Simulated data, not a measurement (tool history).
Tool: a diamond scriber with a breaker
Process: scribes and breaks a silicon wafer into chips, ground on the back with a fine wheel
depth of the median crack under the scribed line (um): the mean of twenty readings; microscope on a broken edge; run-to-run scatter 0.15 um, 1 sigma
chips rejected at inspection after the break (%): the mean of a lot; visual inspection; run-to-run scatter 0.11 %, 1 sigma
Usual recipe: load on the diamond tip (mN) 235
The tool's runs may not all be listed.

| run | hour | load on the diamond tip (mN) | wafers since the last listed run | hours since the diamond tip was replaced | hours since the load on the tip was calibrated | incoming depth of the damage left on the back of the incoming wafer, um | depth of the median crack under the scribed line (um) | chips rejected at inspection after the break (%) |
|---|---|---|---|---|---|---|---|---|
| 1 | 0 | 235 | 0 | 701.1 | 308.2 | 2.03 | 7.45 | 3.73 |
| 2 | 43.6 | 235 | 76 | 744.7 | 351.8 | 1.67 | 7.54 | 3.17 |
| 3 | 134.2 | 235 | 159 | 835.3 | 442.4 | 2.87 | 7.57 | 6.84 |
| 4 | 176.6 | 289 | 74 | 877.7 | 484.8 | 2.83 | 8.89 | 5.04 |
|  | 188.9 | load on the tip recalibrated |
|  | 227.7 | diamond tip replaced by a new one |
| 5 | 262 | 235 | 143 | 34.3 | 73.1 | 2.58 | 7.94 | 4.5 |
| 6 | 336.4 | 235 | 131 | 108.7 | 147.5 | 1.66 | 7.78 | 2.54 |
| 7 | 416.6 | 197 | 141 | 188.9 | 227.7 | 1.73 | 6.77 | 6.76 |
|  | 632.9 | load on the tip recalibrated |
| 8 | 652.7 | 197 | 412 | 425 | 19.8 | 1.9 | 7.34 | 4.93 |
| 9 | 706.9 | 249 | 95 | 479.2 | 74 | 1.5 | 8.22 | 2.2 |
| 10 | 786.8 | 249 | 140 | 559.1 | 153.9 | 2.48 | 8.07 | 3.91 |
| 11 | 870.3 | 279 | 147 | 642.6 | 237.4 | 1.88 | 8.86 | 2.88 |
| 12 | 927.2 | 279 | 100 | 699.5 | 294.3 | 1.86 | 8.48 | 2.81 |
| 13 | 972 | 279 | 79 | 744.3 | 339.1 | 2.99 | 8.45 | 5.36 |
|  | 1075.5 | load on the tip recalibrated |
| 14 | 1077.8 | 186 | 183 | 850.1 | 2.3 | 1.66 | 7.02 | 5.94 |
|  | 1109.9 | diamond tip replaced by a new one |
| 15 | 1115.4 | 186 | 62 | 5.5 | 39.9 | 1.91 | 6.71 | 6.98 |
| 16 | 1204 | 186 | 156 | 94.1 | 128.5 | 2.51 | 6.41 | 11.43 |
| 17 | 1284.3 | 197 | 141 | 174.4 | 208.8 | 1.87 | 6.81 | 7.14 |
| 18 | 1368.8 | 235 | 149 | 258.9 | 293.3 | 2.42 | 7.72 | 4.73 |
| 19 | 1461.2 | 281 | 162 | 351.3 | 385.7 | 2.25 | 8.6 | 3.25 |
| 20 | 1511.5 | 195 | 88 | 401.6 | 436 | 1.52 | 6.61 | 7.24 |
| 21 | 1591 | 235 | 140 | 481.1 | 515.5 | 1.94 | 7.58 | 3.48 |
|  | 1639.5 | load on the tip recalibrated |
| 22 | 1668.3 | 191 | 132 | 558.4 | 28.8 | 2.84 | 7.06 | 9.11 |
| 23 | 1739.6 | 282 | 125 | 629.7 | 100.1 | 1.6 | 9.02 | 3.32 |
| 24 | 1792.5 | 286 | 93 | 682.6 | 153 | 1.51 | 8.66 | 2.95 |
| 25 | 1850.9 | 214 | 103 | 741 | 211.4 | 2.47 | 7.16 | 6.3 |
|  | 1875.9 | diamond tip replaced by a new one |
| 26 | 1950.5 | 268 | 172 | 74.6 | 311 | 2.28 | 8.26 | 3.15 |
| 27 | 2054.3 | 183 | 183 | 178.4 | 414.8 | 2.45 | 6.12 | 12.7 |
|  | 2116.4 | load on the tip recalibrated |
| 28 | 2152.2 | 235 | 169 | 276.3 | 35.8 | 2.33 | 8.04 | 3.5 |
| 29 | 2192 | 185 | 70 | 316.1 | 75.6 | 1.61 | 6.5 | 7.62 |
| 30 | 2232.7 | 173 | 71 | 356.8 | 116.3 | 2.83 | 6.08 | 15.72 |
| 31 | 2305 | 296 | 127 | 429.1 | 188.6 | 2.54 | 9.01 | 4.63 |
| 32 | 2412.4 | 205 | 189 | 536.5 | 296 | 1.68 | 6.69 | 5.87 |
| 33 | 2506.5 | 186 | 165 | 630.6 | 390.1 | 1.92 | 6.31 | 10.06 |

Each row is a separate what-if for the run after 33, all from the same tool condition, not one after another. Results?
| A | 2507.2 | 299 | 1 | 631.3 | 390.8 | 2.82 | ? | ? |
| B | 2507.2 | 187 | 1 | 631.3 | 390.8 | 2.82 | ? | ? |
| C | 2507.2 | 302 | 1 | 631.3 | 390.8 | 2.82 | ? | ? |
| D | 2507.2 | 204 | 1 | 631.3 | 390.8 | 2.82 | ? | ? |
| E | 2507.2 | 200 | 1 | 631.3 | 390.8 | 2.82 | ? | ? |

| run | depth of the median crack under the scribed line (um) | chips rejected at inspection after the break (%) |
|---|---|---|
| A | 8.6 | 5.29 |
| B | 6.11 | 14.67 |
| C | 8.66 | 5.39 |
| D | 6.52 | 10.85 |
| E | 6.42 | 11.64 |
Take away the tool's hidden state, keep each run's random variation, and the runs would have read:
| run | depth of the median crack under the scribed line (um) | chips rejected at inspection after the break (%) |
|---|---|---|
| A | 9.28 | 6.97 |
| B | 6.59 | 10.25 |
| C | 9.34 | 7.19 |
| D | 7.03 | 7.49 |
| E | 6.93 | 8.04 |
